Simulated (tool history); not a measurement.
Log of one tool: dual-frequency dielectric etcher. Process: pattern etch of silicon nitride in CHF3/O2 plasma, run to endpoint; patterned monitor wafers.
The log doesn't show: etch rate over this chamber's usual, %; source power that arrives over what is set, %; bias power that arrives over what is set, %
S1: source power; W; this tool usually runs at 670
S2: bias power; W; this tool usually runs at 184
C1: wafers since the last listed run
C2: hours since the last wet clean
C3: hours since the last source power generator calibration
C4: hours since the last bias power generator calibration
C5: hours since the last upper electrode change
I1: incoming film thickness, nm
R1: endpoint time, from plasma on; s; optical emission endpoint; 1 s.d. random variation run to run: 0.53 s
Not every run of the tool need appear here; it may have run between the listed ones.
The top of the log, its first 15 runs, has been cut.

run	day	S1	S2	C1	C2	C3	C4	C5	I1	R1
16	15.142	530	221	309	443.2	2174.3	78.2	149.4	112.4	79.1
17	15.988	760	144	295	463.5	2194.6	98.5	169.7	112	87.9
# day 16.992: wet clean of the chamber
18	17.171	710	184	64	4.3	2223	126.9	198.1	113.2	76.5
19	20.383	610	217	1122	81.4	2300.1	204	275.2	112.6	73.8
20	21.658	670	184	445	112	2330.7	234.6	305.8	111.3	77.2
# day 22.75: source power generator calibrated
21	23.004	550	167	411	144.3	6.1	266.9	338.1	114.3	88.3
22	24.162	670	184	404	172.1	33.9	294.7	365.9	112.8	78.6
23	25.483	550	212	461	203.8	65.6	326.4	397.6	112.4	78.5
24	26.608	820	143	392	230.8	92.6	353.4	424.6	113.3	84
25	27.758	760	224	401	258.4	120.2	381	452.2	111.4	68.1

Forecast run 26:
26	29.042	500	209	448	289.2	151	411.8	483	112.1	?

Run 26 gave R1 80.9 s.
Were there no unlogged condition in the tool, this run, its random variation unchanged, would have produced R1 79.5 s.
